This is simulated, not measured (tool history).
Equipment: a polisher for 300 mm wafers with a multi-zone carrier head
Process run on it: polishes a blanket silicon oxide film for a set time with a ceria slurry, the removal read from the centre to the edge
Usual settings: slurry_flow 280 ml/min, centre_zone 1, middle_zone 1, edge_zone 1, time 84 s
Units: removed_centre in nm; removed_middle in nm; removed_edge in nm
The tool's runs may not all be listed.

run,hour,slurry_flow,centre_zone,middle_zone,edge_zone,time,wafers since the last listed run,wafers polished on this pad,hours since the slurry nozzle was cleaned,hours since the centre zone pressure was calibrated,hours since the edge zone pressure was calibrated,hours since the carrier head's membrane was replaced,"incoming thickness of the incoming film, nm",removed_centre,removed_middle,removed_edge
1,0,280,1,1,1,84,0,106,606.9,842.3,1353.1,1574.4,1499.6,502.7,490,498.2
2,12.8,280,1,1,1,84,134,241,619.7,855.1,1365.9,1587.2,1499.1,513.6,484,491.9
3,38.9,280,1,1,1,84,273,515,645.8,881.2,1392,1613.3,1485.9,507.4,486.5,495.2
4,60.9,280,1,1,1,84,230,746,667.8,903.2,1414,1635.3,1526.1,495.6,483.8,489.8
# hour 118.6: carrier head's membrane replaced by a new one
# hour 148.4: edge zone pressure recalibrated
# hour 160.5: worn pad replaced by a new one, repeated, since the last time left the tool worse
5,161,280,1,1,1,84,935,4,767.9,1003.3,12.6,42.4,1496.3,540.9,535.2,534.7
6,175.1,280,1,1,1,84,147,152,782,1017.4,26.7,56.5,1512.5,550.3,531.3,531.2
7,199.7,280,0.91,1,1,84,258,411,806.6,1042,51.3,81.1,1510.6,496.4,527.6,533.5
8,242.5,280,1.09,1,1,84,449,860,849.4,1084.8,94.1,123.9,1530.1,574,518.7,522.5
9,261.1,280,1,1,0.96,84,195,1055,868,1103.4,112.7,142.5,1510.9,521.3,518.2,514.9
# hour 288.5: worn pad replaced by a new one
10,289.8,280,1,1,1,84,259,13,896.7,1132.1,141.4,171.2,1506.8,551.3,536.3,534.7
# hour 308: slurry nozzle cleaned
11,323.3,280,1,1,1,84,341,354,15.3,1165.6,174.9,204.7,1518.4,542.7,534.7,534.3
12,344.3,330,1,0.89,1.04,84,220,575,36.3,1186.6,195.9,225.7,1517.5,549.7,482.6,542.7
13,364.9,365,1,0.89,1,84,216,791,56.9,1207.2,216.5,246.3,1516.4,548.1,490.2,541.6
# hour 383.3: centre zone pressure recalibrated
# hour 437.5: worn pad replaced by a new one
14,446.8,280,1,1,1,84,796,97,138.8,63.5,298.4,328.2,1512.5,549.6,533.2,541.7
15,463.2,280,1.04,1,0.93,84,172,269,155.2,79.9,314.8,344.6,1503.9,562.3,528.4,521.5
16,476.8,280,1,1,1.1,110,142,412,168.8,93.5,328.4,358.2,1497.2,709.6,683.9,730.3
17,492.8,185,1.08,1.07,1,73,167,580,184.8,109.5,344.4,374.2,1521.6,482.9,472.6,449.3
18,507.9,280,1,1,1,84,158,738,199.9,124.6,359.5,389.3,1526.6,535.1,521.8,523.6
19,536.5,280,1.05,1.08,1.09,84,300,1038,228.5,153.2,388.1,417.9,1518.6,553.4,545.5,533.3

Run 20 has not been measured yet. What should we expect?
20,568.3,280,1,0.92,1,76,333,1372,260.3,185,419.9,449.7,1500.7,?,?,?

Run 20 gave removed_centre 475.6 nm, removed_middle 423.7 nm, removed_edge 473.5 nm.
On a tool with no hidden condition, and with the same random variation, this run would have come out at removed_centre 500.5 nm, removed_middle 445.9 nm, removed_edge 498.3 nm.
